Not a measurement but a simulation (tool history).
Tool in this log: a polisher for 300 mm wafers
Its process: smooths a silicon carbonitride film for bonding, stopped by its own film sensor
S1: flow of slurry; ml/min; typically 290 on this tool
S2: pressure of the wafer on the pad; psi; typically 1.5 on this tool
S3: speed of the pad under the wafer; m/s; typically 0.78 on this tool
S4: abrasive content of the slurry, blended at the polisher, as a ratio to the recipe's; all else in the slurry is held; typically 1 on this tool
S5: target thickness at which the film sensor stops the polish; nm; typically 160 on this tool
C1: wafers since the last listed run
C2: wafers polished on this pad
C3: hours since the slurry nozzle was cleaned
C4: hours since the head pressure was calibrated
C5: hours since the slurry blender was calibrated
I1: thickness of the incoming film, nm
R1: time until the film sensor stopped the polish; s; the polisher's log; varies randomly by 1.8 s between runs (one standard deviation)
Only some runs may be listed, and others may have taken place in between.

run,hour,S1,S2,S3,S4,S5,C1,C2,C3,C4,C5,I1,R1
1,0,290,1.5,0.56,1,160,0,820,42.5,360.1,197.8,176.9,184
# hour 65.4: worn pad replaced by a new one
2,71.6,290,1.5,0.56,1,160,463,42,114.1,431.7,269.4,179.6,213
# hour 130.6: slurry blender recalibrated
3,154.8,290,1.5,0.56,1,160,556,598,197.3,514.9,24.2,178.3,191.5
4,229.7,290,1.9,0.78,1,160,513,1111,272.2,589.8,99.1,178,122.2
# hour 263.2: worn pad replaced by a new one
5,268,290,1.5,0.78,1,160,235,32,310.5,628.1,137.4,180.1,157.3
# hour 337.9: head pressure recalibrated
# hour 358.8: slurry nozzle cleaned
6,359.3,290,1.5,0.78,1,160,605,637,0.5,21.4,228.7,180.4,168.1
# hour 415.5: slurry blender recalibrated
# hour 454.7: worn pad replaced by a new one
7,463.5,290,1.5,0.78,0.95,160,672,60,104.7,125.6,48,178.2,139.7
8,537.1,290,1.5,0.78,1,160,504,564,178.3,199.2,121.6,182,175.8
9,635.5,240,1.5,0.78,0.75,160,674,1238,276.7,297.6,220,178.4,175.5
# hour 692.1: worn pad replaced by a new one
10,719.5,370,1.5,0.94,1,160,548,187,360.7,381.6,304,176.5,117.2
# hour 786.6: slurry blender recalibrated
11,792.9,290,1.5,0.78,1,154,489,677,434.1,455,6.3,182.6,221.2
# hour 797.4: slurry nozzle cleaned
12,832.9,290,1.5,0.78,1,160,267,944,35.5,495,46.3,181.2,167.9
# hour 914.7: worn pad replaced by a new one
13,938.3,290,1.5,0.78,1,166,694,162,140.9,600.4,151.7,180.5,114.3
# hour 1027.3: head pressure recalibrated
14,1045.4,290,1.5,0.78,0.75,160,720,882,248,18.1,258.8,178.2,167.4

Measured result minus the same run's result without the hidden state. Both carry the same run-to-run variation, though not necessarily the same gauge scatter:
The hidden state here: removal rate lost through wear of the pad, %; slurry flow missing at the pad, %; deviation of the head's pressure from its setpoint, %; abrasive missing from the slurry, %.
run,R1
1,+15.4
2,+20.4
3,+8.7
4,+8.8
5,+5.5
6,+15.1
7,+2.9
8,+8.8
9,+19.3
10,+12.9
11,+6.4
12,+6.8
13,+3.6
14,+17.8

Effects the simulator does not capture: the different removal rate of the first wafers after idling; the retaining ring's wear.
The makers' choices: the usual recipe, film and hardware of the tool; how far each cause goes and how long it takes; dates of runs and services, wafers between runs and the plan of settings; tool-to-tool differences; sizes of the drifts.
